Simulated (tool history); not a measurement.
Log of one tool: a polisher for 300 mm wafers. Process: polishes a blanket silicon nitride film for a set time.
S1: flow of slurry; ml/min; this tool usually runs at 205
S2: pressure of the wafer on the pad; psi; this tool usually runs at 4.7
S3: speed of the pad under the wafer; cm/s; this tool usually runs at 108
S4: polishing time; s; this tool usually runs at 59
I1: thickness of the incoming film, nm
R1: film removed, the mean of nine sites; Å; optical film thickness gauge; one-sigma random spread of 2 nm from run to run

run,hour,S1,S2,S3,S4,I1,R1
1,0.0,205,4.7,136,52,934.2,1760
2,17.3,205,4.7,108,59,925.9,1734
3,68.0,205,4.7,108,59,942.1,1725
4,82.5,205,4.7,108,59,942.3,1702
5,91.3,205,4.7,108,59,941.4,1741
6,105.7,205,4.7,108,59,946.4,1731
7,113.4,205,4.7,118,59,940.3,1819
8,124.1,205,5.9,108,59,946.0,2019
9,138.7,205,4.7,108,59,947.8,1723
10,150.5,205,4.7,108,59,937.0,1678
11,165.6,205,3.4,108,59,929.9,1423
12,178.6,205,4.7,108,59,929.2,1754
13,185.5,205,4.7,108,59,947.4,1700
14,198.2,205,4.7,108,59,925.3,1721
15,203.8,205,5.3,108,59,933.8,1855
16,220.3,205,4.7,108,59,951.4,1703
17,228.3,205,4.7,108,59,947.5,1724
18,234.8,205,4.7,108,59,933.4,1694
19,245.3,205,4.7,108,59,932.7,1731
20,253.0,205,4.7,108,59,952.4,1731
21,270.7,170,4.7,124,59,939.0,1700
22,275.1,205,4.7,138,52,923.7,1659
23,287.2,270,3.9,142,53,935.6,1600
24,296.4,260,3.4,108,68,926.2,1582
25,306.0,205,4.7,108,59,942.3,1629
26,317.5,250,4.7,78,79,927.6,1860
27,324.1,205,4.7,108,59,956.4,1613
28,334.2,205,5.8,108,45,928.9,1422
29,344.2,155,5.6,108,59,926.3,1756
30,352.6,205,5.2,82,65,935.1,1635
31,362.7,205,4.7,108,59,950.8,1652
32,369.3,240,3.9,132,49,935.4,1375
33,376.6,265,5.8,90,51,934.1,1529
34,392.8,155,4.7,108,59,940.9,1572

Not shown: 6 entries that the log had between the listed runs. Between which runs, and how does the tool's hidden state differ before and after?
Logged between run 2 and run 3: worn pad replaced by a new one (hour 67.5)
  deviation of the head's pressure from its setpoint, %: 11.3 -> 11.8
  what was measured, less what the result would be without the hidden state, R1: +117 -> +123 Å
Logged between run 7 and run 8: slurry nozzle cleaned (hour 123.6)
  nothing in the hidden state changes from one run to the other
  what was measured, less what the result would be without the hidden state, R1: +133 -> +149 Å
Logged between run 13 and run 14: worn pad replaced by a new one (hour 197.7)
  nothing in the hidden state changes from one run to the other
  what was measured, less what the result would be without the hidden state, R1: +129 -> +131 Å
Logged between run 20 and run 21: head pressure recalibrated (hour 270.2)
  deviation of the head's pressure from its setpoint, %: 13.1 -> 0.227
  what was measured, less what the result would be without the hidden state, R1: +134 -> +2 Å
Logged between run 28 and run 29: worn pad replaced by a new one (hour 340.3)
  deviation of the head's pressure from its setpoint, %: 3.35 -> 3.76
  what was measured, less what the result would be without the hidden state, R1: +30 -> +41 Å
Logged between run 33 and run 34: slurry nozzle cleaned (hour 381.5)
  deviation of the head's pressure from its setpoint, %: 4.99 -> 5.54
  what was measured, less what the result would be without the hidden state, R1: +48 -> +54 Å
